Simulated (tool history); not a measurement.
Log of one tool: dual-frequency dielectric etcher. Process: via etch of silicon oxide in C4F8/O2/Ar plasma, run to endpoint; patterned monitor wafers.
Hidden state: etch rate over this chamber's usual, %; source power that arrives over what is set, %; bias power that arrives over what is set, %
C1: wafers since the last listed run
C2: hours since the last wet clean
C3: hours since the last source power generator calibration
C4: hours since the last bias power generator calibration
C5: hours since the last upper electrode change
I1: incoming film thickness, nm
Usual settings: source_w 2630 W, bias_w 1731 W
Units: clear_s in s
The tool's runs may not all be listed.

run 1 hour=0.0 | source_w=2630 bias_w=1731 | C1=0 C2=402.6 C3=3148.8 C4=1989.0 C5=2475.5 | I1=2204.3 | clear_s=412.2
run 2 hour=17.4 | source_w=2630 bias_w=1731 | C1=83 C2=420.0 C3=3166.2 C4=2006.4 C5=2492.9 | I1=2215.2 | clear_s=414.6
run 3 hour=35.4 | source_w=2630 bias_w=1731 | C1=85 C2=438.0 C3=3184.2 C4=2024.4 C5=2510.9 | I1=2208.2 | clear_s=414.1
run 4 hour=48.7 | source_w=2870 bias_w=1844 | C1=63 C2=451.3 C3=3197.5 C4=2037.7 C5=2524.2 | I1=2206.2 | clear_s=391.4
run 5 hour=55.1 | source_w=2630 bias_w=1731 | C1=30 C2=457.7 C3=3203.9 C4=2044.1 C5=2530.6 | I1=2191.7 | clear_s=409.9
run 6 hour=67.7 | source_w=2920 bias_w=1731 | C1=60 C2=470.3 C3=3216.5 C4=2056.7 C5=2543.2 | I1=2204.7 | clear_s=395.6
run 7 hour=77.2 | source_w=2630 bias_w=1731 | C1=45 C2=479.8 C3=3226.0 C4=2066.2 C5=2552.7 | I1=2222.9 | clear_s=417.5
run 8 hour=83.9 | source_w=2630 bias_w=1731 | C1=31 C2=486.5 C3=3232.7 C4=2072.9 C5=2559.4 | I1=2204.7 | clear_s=414.0
-- hour=94.9 source power generator calibrated
run 9 hour=95.4 | source_w=2630 bias_w=1731 | C1=35 C2=498.0 C3=0.5 C4=2084.4 C5=2570.9 | I1=2209.3 | clear_s=415.9
run 10 hour=103.3 | source_w=2630 bias_w=2002 | C1=37 C2=505.9 C3=8.4 C4=2092.3 C5=2578.8 | I1=2201.5 | clear_s=404.2
run 11 hour=118.8 | source_w=2630 bias_w=2002 | C1=73 C2=521.4 C3=23.9 C4=2107.8 C5=2594.3 | I1=2202.1 | clear_s=402.9
-- hour=126.0 bias power generator calibrated
run 12 hour=128.6 | source_w=3060 bias_w=1731 | C1=27 C2=531.2 C3=33.7 C4=2.6 C5=2604.1 | I1=2217.4 | clear_s=388.6
run 13 hour=139.1 | source_w=2630 bias_w=1907 | C1=50 C2=541.7 C3=44.2 C4=13.1 C5=2614.6 | I1=2211.1 | clear_s=409.3
run 14 hour=151.4 | source_w=2630 bias_w=1731 | C1=58 C2=554.0 C3=56.5 C4=25.4 C5=2626.9 | I1=2237.8 | clear_s=422.5
run 15 hour=157.6 | source_w=2630 bias_w=1731 | C1=29 C2=560.2 C3=62.7 C4=31.6 C5=2633.1 | I1=2207.3 | clear_s=417.4
run 16 hour=167.9 | source_w=2370 bias_w=1731 | C1=49 C2=570.5 C3=73.0 C4=41.9 C5=2643.4 | I1=2220.9 | clear_s=442.8
run 17 hour=179.3 | source_w=2630 bias_w=1731 | C1=54 C2=581.9 C3=84.4 C4=53.3 C5=2654.8 | I1=2202.5 | clear_s=416.3
run 18 hour=197.1 | source_w=2630 bias_w=2142 | C1=84 C2=599.7 C3=102.2 C4=71.1 C5=2672.6 | I1=2225.3 | clear_s=405.8
run 19 hour=203.4 | source_w=3070 bias_w=1358 | C1=30 C2=606.0 C3=108.5 C4=77.4 C5=2678.9 | I1=2212.3 | clear_s=403.0
run 20 hour=213.7 | source_w=3030 bias_w=1951 | C1=49 C2=616.3 C3=118.8 C4=87.7 C5=2689.2 | I1=2232.2 | clear_s=388.7
-- hour=248.2 upper electrode replaced
run 21 hour=248.7 | source_w=3270 bias_w=1945 | C1=52 C2=651.3 C3=153.8 C4=122.7 C5=0.5 | I1=2220.1 | clear_s=374.3
run 22 hour=249.1 | source_w=3110 bias_w=1886 | C1=1 C2=651.7 C3=154.2 C4=123.1 C5=0.9 | I1=2217.2 | clear_s=383.3
run 23 hour=250.2 | source_w=3270 bias_w=1945 | C1=5 C2=652.8 C3=155.3 C4=124.2 C5=2.0 | I1=2228.4 | clear_s=374.1
run 24 hour=260.4 | source_w=2890 bias_w=2057 | C1=48 C2=663.0 C3=165.5 C4=134.4 C5=12.2 | I1=2218.6 | clear_s=389.9
-- hour=287.2 wet clean of the chamber
run 25 hour=287.7 | source_w=2160 bias_w=2021 | C1=15 C2=0.5 C3=192.8 C4=161.7 C5=39.5 | I1=2246.5 | clear_s=434.8
run 26 hour=288.2 | source_w=2030 bias_w=2046 | C1=2 C2=1.0 C3=193.3 C4=162.2 C5=40.0 | I1=2217.5 | clear_s=440.3
run 27 hour=292.5 | source_w=3060 bias_w=2093 | C1=20 C2=5.3 C3=197.6 C4=166.5 C5=44.3 | I1=2223.5 | clear_s=363.9
run 28 hour=310.0 | source_w=2870 bias_w=1731 | C1=83 C2=22.8 C3=215.1 C4=184.0 C5=61.8 | I1=2214.3 | clear_s=388.8
run 29 hour=319.0 | source_w=3220 bias_w=1731 | C1=42 C2=31.8 C3=224.1 C4=193.0 C5=70.8 | I1=2205.1 | clear_s=368.0
run 30 hour=327.7 | source_w=2630 bias_w=1315 | C1=41 C2=40.5 C3=232.8 C4=201.7 C5=79.5 | I1=2222.3 | clear_s=423.3
run 31 hour=345.6 | source_w=2630 bias_w=1731 | C1=85 C2=58.4 C3=250.7 C4=219.6 C5=97.4 | I1=2206.1 | clear_s=401.8
run 32 hour=361.2 | source_w=2630 bias_w=1731 | C1=74 C2=74.0 C3=266.3 C4=235.2 C5=113.0 | I1=2220.5 | clear_s=405.7
run 33 hour=391.4 | source_w=2160 bias_w=1980 | C1=144 C2=104.2 C3=296.5 C4=265.4 C5=143.2 | I1=2208.1 | clear_s=433.7
run 34 hour=400.2 | source_w=2630 bias_w=1731 | C1=42 C2=113.0 C3=305.3 C4=274.2 C5=152.0 | I1=2223.3 | clear_s=407.5
run 35 hour=408.9 | source_w=2630 bias_w=1887 | C1=41 C2=121.7 C3=314.0 C4=282.9 C5=160.7 | I1=2219.4 | clear_s=400.5
run 36 hour=425.8 | source_w=3060 bias_w=1731 | C1=80 C2=138.6 C3=330.9 C4=299.8 C5=177.6 | I1=2224.6 | clear_s=380.4

3 ways to go on from here, each from the tool as it stands after run 36. What would each give?
run A hour=426.3 | source_w=2630 bias_w=1731 | C1=2 C2=139.1 C3=331.4 C4=300.3 C5=178.1 | I1=2217.6 | clear_s=?
run B hour=426.3 | source_w=2050 bias_w=1940 | C1=2 C2=139.1 C3=331.4 C4=300.3 C5=178.1 | I1=2217.6 | clear_s=?
run C hour=426.3 | source_w=2630 bias_w=1342 | C1=2 C2=139.1 C3=331.4 C4=300.3 C5=178.1 | I1=2217.6 | clear_s=?

run=A clear_s=406.8
run=B clear_s=448.2
run=C clear_s=424.6
Without the tool's hidden state the same runs would have given:
run=A clear_s=404.7
run=B clear_s=445.9
run=C clear_s=422.4
